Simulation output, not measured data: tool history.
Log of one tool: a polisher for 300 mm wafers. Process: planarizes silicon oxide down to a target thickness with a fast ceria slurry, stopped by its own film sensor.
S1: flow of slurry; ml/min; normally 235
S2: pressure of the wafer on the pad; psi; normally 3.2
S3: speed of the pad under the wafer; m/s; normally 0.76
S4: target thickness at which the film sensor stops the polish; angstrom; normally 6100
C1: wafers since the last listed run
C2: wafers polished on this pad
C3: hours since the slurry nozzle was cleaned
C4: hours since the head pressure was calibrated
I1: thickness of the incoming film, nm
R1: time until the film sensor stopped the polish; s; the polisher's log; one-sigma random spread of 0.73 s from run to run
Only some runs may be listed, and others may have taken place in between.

| run | hour | S1 | S2 | S3 | S4 | C1 | C2 | C3 | C4 | I1 | R1 |
|---|---|---|---|---|---|---|---|---|---|---|---|
| 1 | 0 | 235 | 3.2 | 0.76 | 6100 | 0 | 644 | 261.6 | 921.7 | 1544.5 | 74 |
|  | 37 | worn pad replaced by a new one |
|  | 52.3 | slurry nozzle cleaned |
| 2 | 98.4 | 235 | 3.2 | 0.76 | 6100 | 761 | 492 | 46.1 | 1020.1 | 1530.8 | 73.5 |
| 3 | 118.9 | 235 | 3.2 | 0.76 | 6100 | 167 | 659 | 66.6 | 1040.6 | 1560.2 | 77.3 |
| 4 | 153.4 | 235 | 3.2 | 0.76 | 6100 | 281 | 940 | 101.1 | 1075.1 | 1497.7 | 71.4 |
|  | 163 | worn pad replaced by a new one |
| 5 | 182 | 235 | 3.2 | 0.76 | 6100 | 200 | 154 | 129.7 | 1103.7 | 1504.3 | 72.7 |
| 6 | 209.2 | 235 | 3.2 | 0.76 | 6100 | 221 | 376 | 156.9 | 1130.9 | 1526.1 | 74.4 |
| 7 | 229.9 | 235 | 3.2 | 0.76 | 6100 | 168 | 545 | 177.6 | 1151.6 | 1537.7 | 75.2 |
| 8 | 248 | 235 | 3.2 | 0.76 | 6100 | 147 | 692 | 195.7 | 1169.7 | 1525.7 | 75.2 |
| 9 | 282.9 | 235 | 3.2 | 0.76 | 6100 | 284 | 976 | 230.6 | 1204.6 | 1541.7 | 76.4 |
|  | 291.4 | worn pad replaced by a new one |
| 10 | 301.9 | 185 | 2.4 | 1 | 3600 | 122 | 85 | 249.6 | 1223.6 | 1514 | 92.9 |
|  | 328.8 | head pressure recalibrated |
| 11 | 337.5 | 275 | 3.8 | 0.86 | 8980 | 273 | 359 | 285.2 | 8.7 | 1541.7 | 38.1 |
| 12 | 370.2 | 275 | 3.8 | 0.86 | 8980 | 266 | 625 | 317.9 | 41.4 | 1548.9 | 38.5 |
|  | 386.8 | slurry nozzle cleaned |
| 13 | 387.8 | 275 | 3.2 | 0.76 | 6100 | 135 | 760 | 1 | 59 | 1552.9 | 69 |
|  | 400.9 | worn pad replaced by a new one |
| 14 | 494.9 | 180 | 3.2 | 0.84 | 6100 | 840 | 766 | 108.1 | 166.1 | 1543.8 | 65.9 |
| 15 | 512.1 | 235 | 3.2 | 0.76 | 6100 | 140 | 906 | 125.3 | 183.3 | 1544.7 | 69 |
|  | 517.3 | worn pad replaced by a new one |
| 16 | 536.9 | 235 | 3.2 | 1 | 3670 | 169 | 159 | 150.1 | 208.1 | 1510.5 | 66.9 |
| 17 | 564.7 | 235 | 3.2 | 0.76 | 6100 | 226 | 386 | 177.9 | 235.9 | 1522.1 | 69.2 |
| 18 | 581.1 | 185 | 2.4 | 0.76 | 6100 | 133 | 519 | 194.3 | 252.3 | 1527.4 | 89.2 |
| 19 | 607.9 | 175 | 3.2 | 1.02 | 3910 | 218 | 738 | 221.1 | 279.1 | 1534.6 | 66.1 |

Across each entry between runs, compare the hidden state at the last listed run before it with the hidden state at the first listed run after it:
Logged between run 1 and run 2: worn pad replaced by a new one (hour 37); slurry nozzle cleaned (hour 52.3)
  slurry flow missing at the pad, %: 22.7 -> 6.73; deviation of the head's pressure from its setpoint, %: -8.2 -> -9.08
  difference, measured minus the result without the unlogged condition, R1: +6.2 -> +5.4 s
Logged between run 4 and run 5: worn pad replaced by a new one (hour 163)
  slurry flow missing at the pad, %: 9.4 -> 11.6; deviation of the head's pressure from its setpoint, %: -9.58 -> -9.83
  difference, measured minus the result without the unlogged condition, R1: +5.7 -> +6.1 s
Logged between run 9 and run 10: worn pad replaced by a new one (hour 291.4)
  slurry flow missing at the pad, %: 23.6 -> 26.6; deviation of the head's pressure from its setpoint, %: -10.7 -> -10.9
  difference, measured minus the result without the unlogged condition, R1: +8 -> +10.6 s
Logged between run 10 and run 11: head pressure recalibrated (hour 328.8)
  slurry flow missing at the pad, %: 26.6 -> 32.8; deviation of the head's pressure from its setpoint, %: -10.9 -> 0.772
  difference, measured minus the result without the unlogged condition, R1: +10.6 -> +1.1 s
Logged between run 12 and run 13: slurry nozzle cleaned (hour 386.8)
  slurry flow missing at the pad, %: 39.3 -> 2.52; deviation of the head's pressure from its setpoint, %: 0.479 -> 0.321
  difference, measured minus the result without the unlogged condition, R1: +1.6 -> -0.1 s
Logged between run 13 and run 14: worn pad replaced by a new one (hour 400.9)
  slurry flow missing at the pad, %: 2.52 -> 6.36; deviation of the head's pressure from its setpoint, %: 0.321 -> -0.64
  difference, measured minus the result without the unlogged condition, R1: -0.1 -> +0.8 s
Logged between run 15 and run 16: worn pad replaced by a new one (hour 517.3)
  slurry flow missing at the pad, %: 7.69 -> 9.94; deviation of the head's pressure from its setpoint, %: -0.794 -> -1.02
  difference, measured minus the result without the unlogged condition, R1: +0.9 -> +1.2 s

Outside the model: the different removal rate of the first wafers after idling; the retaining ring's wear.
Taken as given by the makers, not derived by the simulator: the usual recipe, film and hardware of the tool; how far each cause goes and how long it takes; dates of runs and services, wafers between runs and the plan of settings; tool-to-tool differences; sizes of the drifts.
